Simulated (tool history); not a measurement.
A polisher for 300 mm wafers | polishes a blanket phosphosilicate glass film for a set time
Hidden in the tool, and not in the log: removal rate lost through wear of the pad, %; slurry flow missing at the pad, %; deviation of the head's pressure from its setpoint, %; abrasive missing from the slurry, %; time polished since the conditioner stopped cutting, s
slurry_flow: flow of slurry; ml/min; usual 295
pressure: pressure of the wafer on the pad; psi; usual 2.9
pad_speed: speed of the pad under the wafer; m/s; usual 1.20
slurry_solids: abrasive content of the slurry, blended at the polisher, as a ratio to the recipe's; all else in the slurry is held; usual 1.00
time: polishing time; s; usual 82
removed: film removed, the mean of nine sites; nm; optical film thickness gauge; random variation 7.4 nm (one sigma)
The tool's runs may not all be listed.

run,hour,slurry_flow,pressure,pad_speed,slurry_solids,time,wafers since the last listed run,wafers polished on this pad,hours since the slurry nozzle was cleaned,hours since the head pressure was calibrated,hours since the slurry blender was calibrated,hours since the conditioning disc was replaced,"incoming thickness of the incoming film, nm",removed
1,0.0,295,2.9,1.20,1.00,82,0,3530,337.2,170.9,354.8,319.9,3012.1,665.6
2,89.3,295,2.9,1.20,1.15,82,1039,4570,426.5,260.2,444.1,409.2,2990.5,714.6
# hour 238.2: worn pad replaced by a new one
# hour 256.6: slurry nozzle cleaned
# hour 310.5: slurry blender recalibrated
# hour 339.8: conditioning disc replaced and pad reconditioned
3,376.0,295,2.9,1.20,1.00,82,3232,1545,119.4,546.9,65.5,36.2,3027.7,684.5
4,451.0,295,2.9,1.20,1.00,82,872,2418,194.4,621.9,140.5,111.2,3016.4,678.0
5,554.5,295,2.9,1.20,1.00,82,1204,3622,297.9,725.4,244.0,214.7,3016.2,669.8
6,633.6,295,2.9,1.20,1.00,82,920,4543,377.0,804.5,323.1,293.8,3059.8,668.2
7,675.7,295,2.9,1.20,1.00,82,489,5033,419.1,846.6,365.2,335.9,3023.8,683.5
8,718.0,385,2.9,0.94,1.00,82,492,5525,461.4,888.9,407.5,378.2,2964.7,559.8
# hour 764.0: worn pad replaced by a new one
9,820.1,335,2.9,1.20,1.30,82,1141,653,563.5,991.0,509.6,480.3,3015.7,788.6
# hour 833.6: slurry nozzle cleaned
# hour 858.0: slurry blender recalibrated
10,914.3,400,2.5,1.36,1.25,82,1061,1714,80.7,1085.2,56.3,574.5,3040.7,753.1
# hour 923.5: conditioning disc replaced and pad reconditioned
11,985.6,295,2.9,1.20,1.10,82,806,2521,152.0,1156.5,127.6,62.1,2968.6,719.3
12,1034.9,295,2.9,1.20,1.00,58,573,3094,201.3,1205.8,176.9,111.4,2998.1,492.5
# hour 1111.7: head pressure recalibrated
13,1116.6,375,2.9,0.88,1.15,98,927,4022,283.0,4.9,258.6,193.1,3059.0,674.0
14,1154.0,390,2.9,1.20,1.25,82,435,4457,320.4,42.3,296.0,230.5,3019.2,755.3
15,1258.0,295,3.8,1.20,1.20,82,1210,5668,424.4,146.3,400.0,334.5,2970.2,907.6
16,1339.3,365,2.9,1.40,1.15,82,946,6614,505.7,227.6,481.3,415.8,3013.0,789.4
# hour 1380.9: worn pad replaced by a new one
17,1395.7,295,2.9,1.20,1.00,82,609,172,562.1,284.0,537.7,472.2,2978.6,684.0
# hour 1418.7: slurry nozzle cleaned
18,1500.0,295,3.7,1.20,1.00,66,1202,1374,81.3,388.3,642.0,576.5,3022.7,689.3
# hour 1512.2: slurry blender recalibrated
# hour 1569.2: conditioning disc replaced and pad reconditioned
19,1569.7,190,2.9,1.30,0.85,90,764,2139,151.0,458.0,57.5,0.5,3061.7,719.6
20,1671.2,295,2.9,1.20,1.00,82,1181,3320,252.5,559.5,159.0,102.0,3040.8,663.9
21,1744.4,295,2.9,1.20,1.00,82,851,4172,325.7,632.7,232.2,175.2,3025.8,677.2
22,1849.4,295,3.3,1.54,1.00,104,1222,5394,430.7,737.7,337.2,280.2,2992.4,1146.5
# hour 1890.2: worn pad replaced by a new one
# hour 1930.7: slurry nozzle cleaned
# hour 2021.2: slurry blender recalibrated
23,2138.3,375,2.9,1.20,0.75,82,3280,2852,207.6,1026.6,117.1,569.1,2977.1,602.9
24,2205.0,295,2.9,0.90,1.00,74,776,3629,274.3,1093.3,183.8,635.8,3011.7,483.8
# hour 2223.3: conditioning disc replaced and pad reconditioned
25,2307.9,375,2.9,1.20,0.75,82,1174,4803,377.2,1196.2,286.7,84.6,3027.0,594.1

4 ways to go on from here, each from the tool as it stands after run 25. What would each give?
A,2308.4,295,2.9,1.20,1.00,57,5,4809,377.7,1196.7,287.2,85.1,3034.5,?
B,2308.4,255,3.6,1.04,1.00,105,5,4809,377.7,1196.7,287.2,85.1,3034.5,?
C,2308.4,295,3.4,1.20,1.00,82,5,4809,377.7,1196.7,287.2,85.1,3034.5,?
D,2308.4,295,2.9,1.38,1.00,82,5,4809,377.7,1196.7,287.2,85.1,3034.5,?

run,removed
A,452.0
B,880.0
C,743.9
D,727.1
Without the tool's hidden state the same runs would have given:
run,removed
A,472.8
B,920.7
C,778.2
D,760.6
